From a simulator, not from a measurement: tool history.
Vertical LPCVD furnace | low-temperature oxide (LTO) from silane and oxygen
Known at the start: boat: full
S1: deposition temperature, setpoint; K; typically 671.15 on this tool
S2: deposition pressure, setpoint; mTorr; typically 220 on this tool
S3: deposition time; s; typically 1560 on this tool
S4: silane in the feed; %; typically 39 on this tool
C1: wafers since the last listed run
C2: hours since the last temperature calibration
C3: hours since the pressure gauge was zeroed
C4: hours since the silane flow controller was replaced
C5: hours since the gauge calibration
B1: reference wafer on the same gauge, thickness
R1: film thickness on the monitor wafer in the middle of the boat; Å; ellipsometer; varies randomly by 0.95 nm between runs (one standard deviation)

run,day,S1,S2,S3,S4,C1,C2,C3,C4,C5,B1,R1
1,0.000,666.15,220,1560,39,0,4793.8,3191.5,1813.0,151.6,239.50,2083.5
2,2.225,666.15,220,1560,39,984,4847.2,3244.9,1866.4,205.0,239.82,2090.8
3,4.142,666.15,220,1560,39,848,4893.2,3290.9,1912.4,251.0,240.11,2080.5
4,6.188,665.15,220,1410,39,905,4942.3,3340.0,1961.5,300.1,239.94,1886.7
5,9.146,665.15,220,1410,39,1308,5013.3,3411.0,2032.5,371.1,240.16,1872.1
6,10.288,665.15,220,1410,39,505,5040.7,3438.4,2059.9,398.5,240.11,1879.1
7,12.750,671.15,220,1560,39,1089,5099.8,3497.5,2119.0,457.6,240.41,2209.3
8,14.146,671.15,220,1560,39,617,5133.3,3531.0,2152.5,491.1,240.14,2212.9
9,16.875,671.15,220,1560,39,1207,5198.8,3596.5,2218.0,556.6,240.21,2215.4
10,19.179,671.15,220,1560,39,1019,5254.1,3651.8,2273.3,611.9,239.95,2222.7
11,21.054,671.15,220,1560,39,829,5299.1,3696.8,2318.3,656.9,240.04,2201.3
12,23.358,671.15,220,1380,39,1019,5354.4,3752.1,2373.6,712.2,240.34,1958.6
# day 28.200: gauge calibrated
# day 29.225: thermocouples replaced and temperature profile calibrated
13,29.246,671.15,220,1560,39,2162,0.5,3893.4,2514.9,25.1,239.88,2220.3
14,30.758,671.15,220,1560,39,669,36.8,3929.7,2551.2,61.4,239.87,2208.3

Predict the results of run 15:
15,32.588,671.15,175,1560,35,809,80.7,3973.6,2595.1,105.3,?,?

B1: 239.99
R1: 1524.2 Å
On a tool with no hidden condition, and with the same random variation, this run would have come out at R1 1524.2 Å.
